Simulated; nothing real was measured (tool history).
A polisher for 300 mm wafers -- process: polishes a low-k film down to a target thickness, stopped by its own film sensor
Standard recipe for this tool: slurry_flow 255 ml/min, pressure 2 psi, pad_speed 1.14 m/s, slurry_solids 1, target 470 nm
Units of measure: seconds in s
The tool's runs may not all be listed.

| run | day | slurry_flow | pressure | pad_speed | slurry_solids | target | incoming thickness of the incoming film, nm | seconds |
|---|---|---|---|---|---|---|---|---|
| 1 | 0 | 255 | 2.5 | 1.14 | 1 | 470 | 532.1 | 124.3 |
| 2 | 2.654 | 255 | 2.5 | 1.14 | 1 | 470 | 526.2 | 120.3 |
| 3 | 4.688 | 255 | 2.5 | 1.14 | 1 | 470 | 528 | 127.2 |
|  | 5.458 | head pressure recalibrated |
| 4 | 7.617 | 255 | 2 | 1.14 | 1 | 470 | 533.4 | 167.5 |
|  | 8.542 | conditioning disc replaced and pad reconditioned |
|  | 8.546 | worn pad replaced by a new one |
| 5 | 9.996 | 255 | 2 | 1.14 | 1 | 470 | 528.3 | 128.1 |
| 6 | 13.646 | 255 | 2 | 1.14 | 1 | 470 | 525.1 | 133.1 |
| 7 | 16.225 | 255 | 2 | 1.14 | 1 | 470 | 523.7 | 132.9 |
|  | 17.579 | slurry blender recalibrated |
| 8 | 19.15 | 255 | 2 | 1.14 | 1 | 470 | 536.2 | 157.5 |
| 9 | 21.529 | 255 | 2 | 1.14 | 1 | 470 | 534.6 | 154.8 |
| 10 | 25.783 | 255 | 2 | 1.14 | 1 | 470 | 534.2 | 161.9 |
|  | 28.242 | head pressure recalibrated |
| 11 | 28.325 | 255 | 1.4 | 1.14 | 0.8 | 470 | 533.6 | 230 |
|  | 29.921 | slurry nozzle cleaned |
| 12 | 29.979 | 255 | 2 | 1.14 | 1 | 470 | 531.1 | 166.3 |
|  | 30.883 | conditioning disc replaced and pad reconditioned |
|  | 31.504 | worn pad replaced by a new one |
| 13 | 33.454 | 255 | 2 | 1.14 | 1 | 470 | 529 | 140.3 |
|  | 39.938 | slurry blender recalibrated |
| 14 | 44.842 | 255 | 2.6 | 1.14 | 0.9 | 455 | 528.3 | 154.9 |
|  | 47.138 | head pressure recalibrated |
|  | 50.183 | worn pad replaced by a new one |
|  | 52.288 | conditioning disc replaced and pad reconditioned |
| 15 | 52.654 | 255 | 2 | 1.14 | 1 | 470 | 527.6 | 127 |
| 16 | 54.808 | 255 | 2 | 0.88 | 1 | 470 | 527.4 | 160.4 |
|  | 60.667 | slurry blender recalibrated |
| 17 | 60.688 | 255 | 2 | 1.14 | 1.2 | 470 | 526.1 | 122.3 |
| 18 | 64.517 | 255 | 1.4 | 1.14 | 0.8 | 470 | 528.9 | 201.6 |
|  | 65.071 | slurry nozzle cleaned |
|  | 66.062 | head pressure recalibrated |
| 19 | 67.833 | 255 | 2 | 1.4 | 0.75 | 470 | 533.6 | 150.5 |
|  | 69.317 | worn pad replaced by a new one |
|  | 72.054 | conditioning disc replaced and pad reconditioned |
| 20 | 72.175 | 285 | 2 | 1.14 | 1 | 485 | 531.4 | 102.4 |
| 21 | 75.646 | 255 | 2 | 1.14 | 1 | 470 | 539.2 | 167.5 |
|  | 78.95 | slurry blender recalibrated |
| 22 | 79.025 | 255 | 2 | 1.14 | 0.9 | 470 | 523.6 | 130.2 |
| 23 | 80.808 | 255 | 2.4 | 1.14 | 1 | 470 | 532.5 | 125.6 |
|  | 83.417 | head pressure recalibrated |
| 24 | 83.438 | 255 | 2 | 1.14 | 1.1 | 470 | 535.9 | 157.9 |
| 25 | 86.588 | 255 | 2 | 0.9 | 1 | 482 | 526.8 | 136.5 |

Each row is a separate what-if for the run after 25, all from the same tool condition, not one after another. Results?
| A | 86.608 | 255 | 2 | 1.14 | 1 | 470 | 530.2 | ? |
| B | 86.608 | 220 | 2 | 1.14 | 1 | 470 | 530.2 | ? |
| C | 86.608 | 255 | 2 | 1.14 | 1 | 464 | 530.2 | ? |
| D | 86.608 | 255 | 1.3 | 0.8 | 1 | 470 | 530.2 | ? |

| run | seconds |
|---|---|
| A | 148.8 |
| B | 150.2 |
| C | 163.6 |
| D | 265 |
Stripped of hidden state, with their random variation kept, the same runs would have yielded:
| run | seconds |
|---|---|
| A | 126.1 |
| B | 127.3 |
| C | 138.7 |
| D | 224.6 |
